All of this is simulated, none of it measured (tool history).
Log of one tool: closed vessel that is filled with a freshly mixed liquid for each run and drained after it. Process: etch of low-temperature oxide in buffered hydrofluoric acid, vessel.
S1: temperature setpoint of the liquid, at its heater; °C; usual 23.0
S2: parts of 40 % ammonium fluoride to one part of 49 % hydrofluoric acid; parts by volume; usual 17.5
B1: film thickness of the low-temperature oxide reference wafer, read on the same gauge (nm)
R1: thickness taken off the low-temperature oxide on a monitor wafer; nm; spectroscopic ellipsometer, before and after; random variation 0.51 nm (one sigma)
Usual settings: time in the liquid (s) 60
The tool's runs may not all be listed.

Run 1, day 0.000: usual settings; B1 110.00. Result: R1 92.12 nm.
Run 2, day 2.146: usual settings; B1 110.01. Result: R1 91.90 nm.
Run 3, day 4.717: usual settings; B1 110.02. Result: R1 92.28 nm.
Run 4, day 7.604: usual settings but time in the liquid (s) 40; B1 110.01. Result: R1 62.17 nm.
Run 5, day 10.217: usual settings but time in the liquid (s) 40; B1 110.03. Result: R1 61.38 nm.
Run 6, day 14.225: usual settings; B1 109.99. Result: R1 92.87 nm.
Run 7, day 18.721: usual settings; B1 109.97. Result: R1 92.30 nm.
Run 8, day 21.917: usual settings but time in the liquid (s) 85; B1 109.99. Result: R1 130.62 nm.
At day 25.429: gauge calibrated.
Run 9, day 25.988: usual settings; B1 110.03. Result: R1 92.96 nm.
Run 10, day 28.212: usual settings; B1 109.98. Result: R1 92.53 nm.
Run 11, day 32.012: usual settings; B1 109.99. Result: R1 93.57 nm.
Run 12, day 35.008: usual settings; B1 110.03. Result: R1 92.73 nm.
At day 35.504: hydrofluoric acid flow meter replaced.
Run 13, day 38.583: usual settings but S1 21.0 °C; B1 109.97. Result: R1 83.50 nm.
Run 14, day 40.267: usual settings but S2 13.0 parts by volume; B1 110.02. Result: R1 125.61 nm.
Run 15, day 42.783: usual settings but time in the liquid (s) 30; B1 110.00. Result: R1 46.25 nm.
Run 16, day 45.771: usual settings but time in the liquid (s) 45; B1 110.03. Result: R1 69.82 nm.
Run 17, day 50.208: usual settings; B1 109.97. Result: R1 93.65 nm.
Run 18, day 51.783: usual settings but S2 10.5 parts by volume, time in the liquid (s) 30; B1 110.03. Result: R1 77.46 nm.
Run 19, day 55.233: usual settings but S2 20.0 parts by volume, time in the liquid (s) 90; B1 110.04. Result: R1 122.68 nm.
Run 20, day 57.454: usual settings but S1 18.0 °C, S2 14.5 parts by volume; B1 110.03. Result: R1 85.10 nm.
Run 21, day 59.767: usual settings but S1 25.5 °C; B1 109.98. Result: R1 107.32 nm.
At day 60.454: thermometer replaced.
Run 22, day 69.108: usual settings; B1 109.98. Result: R1 89.94 nm.
Run 23, day 72.512: usual settings but time in the liquid (s) 50; B1 109.97. Result: R1 75.72 nm.
Run 24, day 74.612: usual settings; B1 110.00. Result: R1 90.13 nm.
At day 75.029: gauge calibrated.
Run 25, day 76.842: usual settings but S1 21.5 °C; B1 109.95. Result: R1 84.38 nm.
Run 26, day 80.633: usual settings but S1 27.5 °C, S2 21.5 parts by volume, time in the liquid (s) 50; B1 110.03. Result: R1 80.80 nm.
Run 27, day 84.200: usual settings but S1 25.5 °C, S2 13.5 parts by volume, time in the liquid (s) 50; B1 110.00. Result: R1 111.51 nm.

Forecast each of these 4 alternatives for the next run:
Run A, day 84.229: usual settings; B1 ?. Result: R1 ?.
Run B, day 84.229: usual settings but S2 14.0 parts by volume; B1 ?. Result: R1 ?.
Run C, day 84.229: usual settings but S1 24.5 °C, S2 20.5 parts by volume; B1 ?. Result: R1 ?.
Run D, day 84.229: usual settings but S1 24.5 °C; B1 ?. Result: R1 ?.

run      B1      R1
  A  110.01   90.80
  B  110.01  113.08
  C  110.01   84.95
  D  110.01   98.56
Without the tool's hidden state the same runs would have given:
run      R1
  A   89.85
  B  111.91
  C   84.08
  D   97.55
